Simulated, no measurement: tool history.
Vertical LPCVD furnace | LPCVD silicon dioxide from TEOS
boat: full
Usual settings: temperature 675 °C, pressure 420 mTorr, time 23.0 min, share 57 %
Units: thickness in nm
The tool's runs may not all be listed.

run	hour	temperature	pressure	time	share	wafers since the last listed run	hours since the last temperature calibration	hours since the pressure gauge was zeroed	hours since the TEOS flow controller was replaced	hours since the gauge calibration	read-back reference wafer on the same gauge, thickness	thickness
1	0.0	675	420	17.5	57	0	3653.6	2239.7	2549.2	315.7	102.95	71.35
2	26.1	675	420	17.5	57	499	3679.7	2265.8	2575.3	341.8	102.98	71.06
3	50.2	675	420	29.0	57	461	3703.8	2289.9	2599.4	365.9	103.04	117.33
4	115.6	675	420	29.0	57	1251	3769.2	2355.3	2664.8	431.3	102.93	118.18
5	184.6	675	420	23.0	52	1320	3838.2	2424.3	2733.8	500.3	103.02	89.37
6	255.7	675	420	23.0	52	1360	3909.3	2495.4	2804.9	571.4	103.04	89.03
# hour 284.8: pressure gauge zeroed
7	289.8	675	420	23.0	57	193	3943.4	5.0	2839.0	605.5	102.99	91.90
# hour 318.5: TEOS flow controller replaced
8	347.4	675	320	23.0	57	643	4001.0	62.6	28.9	663.1	103.02	80.08
# hour 350.5: gauge calibrated
9	378.4	675	420	30.5	57	593	4032.0	93.6	59.9	27.9	103.05	121.38
# hour 429.8: thermocouples replaced and temperature profile calibrated
10	430.3	675	420	23.0	57	533	0.5	145.5	111.8	79.8	103.11	91.73
11	472.2	675	420	23.0	49	801	42.4	187.4	153.7	121.7	103.01	85.12
12	530.0	675	420	29.0	57	1106	100.2	245.2	211.5	179.5	103.06	115.56
13	744.4	675	390	23.0	51	4103	314.6	459.6	425.9	393.9	102.97	83.75
14	784.0	675	420	32.0	57	757	354.2	499.2	465.5	433.5	102.95	127.37
15	810.1	671	330	27.5	66	499	380.3	525.3	491.6	459.6	103.04	95.50

4 ways to go on from here, each from the tool as it stands after run 15. What would each give?
A	814.2	675	420	14.5	57	78	384.4	529.4	495.7	463.7	?	?
B	814.2	684	495	17.0	52	78	384.4	529.4	495.7	463.7	?	?
C	814.2	680	505	23.0	57	78	384.4	529.4	495.7	463.7	?	?
D	814.2	667	420	31.0	57	78	384.4	529.4	495.7	463.7	?	?

run	read-back reference wafer on the same gauge, thickness	thickness
A	102.93	57.78
B	102.93	87.29
C	102.93	113.38
D	102.93	101.37
Without the tool's hidden state the same runs would have given:
run	thickness
A	57.29
B	86.66
C	112.56
D	100.50
